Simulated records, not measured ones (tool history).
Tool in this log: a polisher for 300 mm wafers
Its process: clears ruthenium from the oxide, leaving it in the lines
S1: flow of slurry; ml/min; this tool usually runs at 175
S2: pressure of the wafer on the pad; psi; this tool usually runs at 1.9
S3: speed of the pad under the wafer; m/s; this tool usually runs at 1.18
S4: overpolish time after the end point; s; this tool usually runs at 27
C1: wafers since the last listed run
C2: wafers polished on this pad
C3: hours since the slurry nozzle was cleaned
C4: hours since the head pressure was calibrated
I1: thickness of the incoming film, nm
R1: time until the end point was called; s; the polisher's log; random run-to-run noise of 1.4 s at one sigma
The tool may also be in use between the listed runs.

Run 1, hour 0: usual settings but S4 33 s; C1 0; C2 592; C3 307.1; C4 719.6; I1 110.3. Result: R1 94.8 s.
Run 2, hour 57.9: usual settings but S2 1.5 psi; C1 323; C2 915; C3 365; C4 777.5; I1 110.1. Result: R1 115.2 s.
Run 3, hour 105.9: usual settings but S2 1.5 psi; C1 268; C2 1183; C3 413; C4 825.5; I1 111.4. Result: R1 119.6 s.
At hour 117.6: worn pad replaced by a new one.
Run 4, hour 130: usual settings but S2 1.5 psi; C1 112; C2 69; C3 437.1; C4 849.6; I1 109.5. Result: R1 119.6 s.
Run 5, hour 199: usual settings; C1 385; C2 454; C3 506.1; C4 918.6; I1 108.6. Result: R1 109.7 s.
At hour 226.8: slurry nozzle cleaned.
At hour 352.6: worn pad replaced by a new one.
Run 6, hour 384.1: usual settings but S3 1.44 m/s, S4 40 s; C1 1006; C2 176; C3 157.3; C4 1103.7; I1 111.6. Result: R1 82.2 s.
Run 7, hour 424.1: usual settings; C1 223; C2 399; C3 197.3; C4 1143.7; I1 110.5. Result: R1 95 s.
Run 8, hour 475.9: usual settings; C1 289; C2 689; C3 249.1; C4 1195.5; I1 109.8. Result: R1 94.9 s.
At hour 532.9: head pressure recalibrated.
Run 9, hour 539.7: usual settings but S1 130 ml/min; C1 345; C2 1034; C3 312.9; C4 6.8; I1 109.1. Result: R1 101.2 s.
At hour 586.6: worn pad replaced by a new one.
Run 10, hour 605.7: usual settings but S1 130 ml/min; C1 346; C2 106; C3 378.9; C4 72.8; I1 109.3. Result: R1 106.1 s.
Run 11, hour 675.6: usual settings but S1 220 ml/min, S2 1.3 psi, S3 1.38 m/s, S4 15 s; C1 390; C2 497; C3 448.8; C4 142.7; I1 110.1. Result: R1 115 s.
At hour 723.8: slurry nozzle cleaned.
Run 12, hour 772.6: usual settings; C1 536; C2 1033; C3 48.8; C4 239.7; I1 111. Result: R1 90.1 s.
Run 13, hour 821.5: usual settings but S1 150 ml/min, S2 1.3 psi, S3 1.02 m/s, S4 18 s; C1 273; C2 1307; C3 97.7; C4 288.6; I1 108.9. Result: R1 136.9 s.
At hour 842.5: worn pad replaced by a new one.
Run 14, hour 846.4: usual settings; C1 116; C2 21; C3 122.6; C4 313.5; I1 109.8. Result: R1 93.2 s.
Run 15, hour 910.4: usual settings but S1 225 ml/min, S4 13 s; C1 357; C2 379; C3 186.6; C4 377.5; I1 109.3. Result: R1 85.9 s.
Run 16, hour 964.5: usual settings but S3 1.48 m/s; C1 302; C2 682; C3 240.7; C4 431.6; I1 108.4. Result: R1 75.5 s.
Run 17, hour 1033.5: usual settings but S1 115 ml/min, S2 2.5 psi, S3 1.5 m/s; C1 385; C2 1067; C3 309.7; C4 500.6; I1 109.8. Result: R1 69.7 s.
At hour 1045.7: worn pad replaced by a new one.
Run 18, hour 1086.3: usual settings but S1 210 ml/min, S2 1.4 psi, S3 1.54 m/s, S4 33 s; C1 272; C2 227; C3 362.5; C4 553.4; I1 108.6. Result: R1 91 s.
At hour 1133.5: slurry nozzle cleaned.
Run 19, hour 1135.7: usual settings but S1 210 ml/min, S2 1.4 psi, S3 1.54 m/s, S4 33 s; C1 270; C2 497; C3 2.2; C4 602.8; I1 111. Result: R1 90.4 s.
Run 20, hour 1161.5: usual settings but S1 230 ml/min, S4 19 s; C1 144; C2 641; C3 28; C4 628.6; I1 110. Result: R1 86.5 s.

Entry by entry between the runs, the difference in hidden state between the last listed run before and the first listed run after:
In the gap between runs 3 and 4: worn pad replaced by a new one (hour 117.6)
  slurry flow missing at the pad, %: 34.6 -> 38.4
  measured result minus the result with no hidden state, R1: +10.3 -> +12.1 s
In the gap between runs 5 and 6: slurry nozzle cleaned (hour 226.8); worn pad replaced by a new one (hour 352.6)
  slurry flow missing at the pad, %: 50.4 -> 8.96
  measured result minus the result with no hidden state, R1: +18 -> +1.3 s
In the gap between runs 8 and 9: head pressure recalibrated (hour 532.9)
  slurry flow missing at the pad, %: 15.8 -> 22.4
  measured result minus the result with no hidden state, R1: +2.9 -> +6.5 s
In the gap between runs 9 and 10: worn pad replaced by a new one (hour 586.6)
  slurry flow missing at the pad, %: 22.4 -> 30.9
  measured result minus the result with no hidden state, R1: +6.5 -> +10.3 s
In the gap between runs 11 and 12: slurry nozzle cleaned (hour 723.8)
  slurry flow missing at the pad, %: 41.5 -> 1.11
  measured result minus the result with no hidden state, R1: +10.7 -> +0.2 s
In the gap between runs 13 and 14: worn pad replaced by a new one (hour 842.5)
  slurry flow missing at the pad, %: 2.43 -> 3.44
  measured result minus the result with no hidden state, R1: +0.7 -> +0.5 s
In the gap between runs 17 and 18: worn pad replaced by a new one (hour 1045.7)
  slurry flow missing at the pad, %: 18.3 -> 24.9
  measured result minus the result with no hidden state, R1: +3.9 -> +4.2 s
In the gap between runs 18 and 19: slurry nozzle cleaned (hour 1133.5)
  slurry flow missing at the pad, %: 24.9 -> 4.18
  measured result minus the result with no hidden state, R1: +4.2 -> +0.6 s

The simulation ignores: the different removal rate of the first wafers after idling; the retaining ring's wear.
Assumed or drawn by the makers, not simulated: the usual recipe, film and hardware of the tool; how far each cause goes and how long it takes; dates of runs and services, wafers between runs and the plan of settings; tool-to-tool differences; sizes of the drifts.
